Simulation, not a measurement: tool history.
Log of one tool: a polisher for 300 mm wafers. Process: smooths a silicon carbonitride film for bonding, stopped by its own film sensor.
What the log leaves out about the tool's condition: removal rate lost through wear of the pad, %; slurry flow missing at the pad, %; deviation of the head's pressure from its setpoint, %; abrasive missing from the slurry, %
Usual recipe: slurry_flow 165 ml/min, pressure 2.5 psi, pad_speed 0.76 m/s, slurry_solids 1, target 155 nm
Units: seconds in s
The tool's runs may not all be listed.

| run | day | slurry_flow | pressure | pad_speed | slurry_solids | target | wafers since the last listed run | wafers polished on this pad | hours since the slurry nozzle was cleaned | hours since the head pressure was calibrated | hours since the slurry blender was calibrated | incoming thickness of the incoming film, nm | seconds |
|---|---|---|---|---|---|---|---|---|---|---|---|---|---|
| 1 | 0 | 165 | 2.5 | 0.76 | 1.2 | 155 | 0 | 1341 | 622.7 | 241.8 | 276.9 | 179.1 | 86.4 |
|  | 0.075 | worn pad replaced by a new one |
|  | 1.675 | slurry blender recalibrated |
|  | 2.375 | head pressure recalibrated |
| 2 | 2.492 | 165 | 2.5 | 0.76 | 1.2 | 155 | 443 | 443 | 682.5 | 2.8 | 19.6 | 180.5 | 94.5 |
| 3 | 4.879 | 145 | 2.5 | 0.76 | 1 | 155 | 470 | 914 | 739.8 | 60.1 | 76.9 | 181.7 | 109.5 |
| 4 | 6.596 | 145 | 2.5 | 0.76 | 1 | 155 | 338 | 1252 | 781 | 101.3 | 118.1 | 181 | 103.1 |
|  | 7.6 | worn pad replaced by a new one |
| 5 | 9.371 | 145 | 2.5 | 0.76 | 1 | 155 | 514 | 349 | 847.6 | 167.9 | 184.7 | 181.3 | 106.3 |
| 6 | 10.829 | 165 | 2.5 | 0.76 | 1 | 155 | 287 | 636 | 882.6 | 202.9 | 219.7 | 177.6 | 88.2 |
| 7 | 12.208 | 165 | 2.5 | 0.76 | 1 | 155 | 271 | 908 | 915.7 | 236 | 252.8 | 179.5 | 91.8 |
|  | 12.646 | slurry blender recalibrated |
|  | 13.767 | slurry nozzle cleaned |
| 8 | 14.529 | 165 | 2.5 | 0.76 | 1 | 155 | 432 | 1341 | 18.3 | 291.7 | 45.2 | 180.6 | 96 |
|  | 14.879 | head pressure recalibrated |
|  | 15.521 | worn pad replaced by a new one |
| 9 | 16.933 | 165 | 2.5 | 0.76 | 1.05 | 155 | 424 | 278 | 76 | 49.3 | 102.9 | 179.4 | 96.8 |
| 10 | 18.612 | 120 | 3.1 | 0.76 | 1 | 155 | 331 | 609 | 116.3 | 89.6 | 143.2 | 180.9 | 84.8 |
| 11 | 20.529 | 165 | 2.5 | 0.76 | 1 | 155 | 377 | 987 | 162.3 | 135.6 | 189.2 | 178.3 | 93.9 |
| 12 | 21.588 | 165 | 2.5 | 0.76 | 1 | 149 | 208 | 1195 | 187.7 | 161 | 214.6 | 179.9 | 123.7 |
|  | 23.692 | worn pad replaced by a new one |
| 13 | 24.046 | 165 | 2.5 | 0.76 | 1 | 155 | 451 | 69 | 246.7 | 220 | 273.6 | 181.1 | 98 |
|  | 24.808 | slurry blender recalibrated |
|  | 26.862 | head pressure recalibrated |
| 14 | 26.942 | 165 | 2.5 | 0.86 | 1.15 | 159 | 537 | 607 | 316.2 | 1.9 | 51.2 | 178.3 | 67.3 |
| 15 | 28.596 | 165 | 2.5 | 0.76 | 1.25 | 161 | 326 | 934 | 355.9 | 41.6 | 90.9 | 179.6 | 67.5 |
|  | 30.179 | worn pad replaced by a new one |
| 16 | 30.596 | 135 | 2.5 | 0.68 | 0.8 | 147 | 361 | 82 | 403.9 | 89.6 | 138.9 | 179.8 | 157.7 |
| 17 | 32.121 | 140 | 2.2 | 0.76 | 1.2 | 155 | 300 | 382 | 440.5 | 126.2 | 175.5 | 183.8 | 126.9 |
| 18 | 34.208 | 165 | 2.8 | 0.76 | 1.25 | 158 | 411 | 794 | 490.6 | 176.3 | 225.6 | 177 | 61.9 |
|  | 36.683 | worn pad replaced by a new one |
| 19 | 37.004 | 165 | 2.5 | 0.76 | 0.9 | 155 | 518 | 63 | 557.7 | 243.4 | 292.7 | 179.1 | 96.7 |

What if the next run were any one of these 5? Each begins from the tool's condition after run 19:
| A | 37.025 | 110 | 2.5 | 0.76 | 1 | 155 | 4 | 67 | 558.2 | 243.9 | 293.2 | 182.2 | ? |
| B | 37.025 | 165 | 3 | 0.66 | 1 | 155 | 4 | 67 | 558.2 | 243.9 | 293.2 | 182.2 | ? |
| C | 37.025 | 145 | 2.5 | 0.76 | 0.7 | 155 | 4 | 67 | 558.2 | 243.9 | 293.2 | 182.2 | ? |
| D | 37.025 | 165 | 2.5 | 0.76 | 1.15 | 155 | 4 | 67 | 558.2 | 243.9 | 293.2 | 182.2 | ? |
| E | 37.025 | 165 | 2.5 | 0.9 | 1 | 155 | 4 | 67 | 558.2 | 243.9 | 293.2 | 182.2 | ? |

| run | seconds |
|---|---|
| A | 112.2 |
| B | 97.1 |
| C | 120.5 |
| D | 99.2 |
| E | 90.9 |
With the hidden condition removed and each run's random variation left untouched, the same runs would have given:
| run | seconds |
|---|---|
| A | 117.7 |
| B | 101.8 |
| C | 126.4 |
| D | 104.1 |
| E | 95.3 |
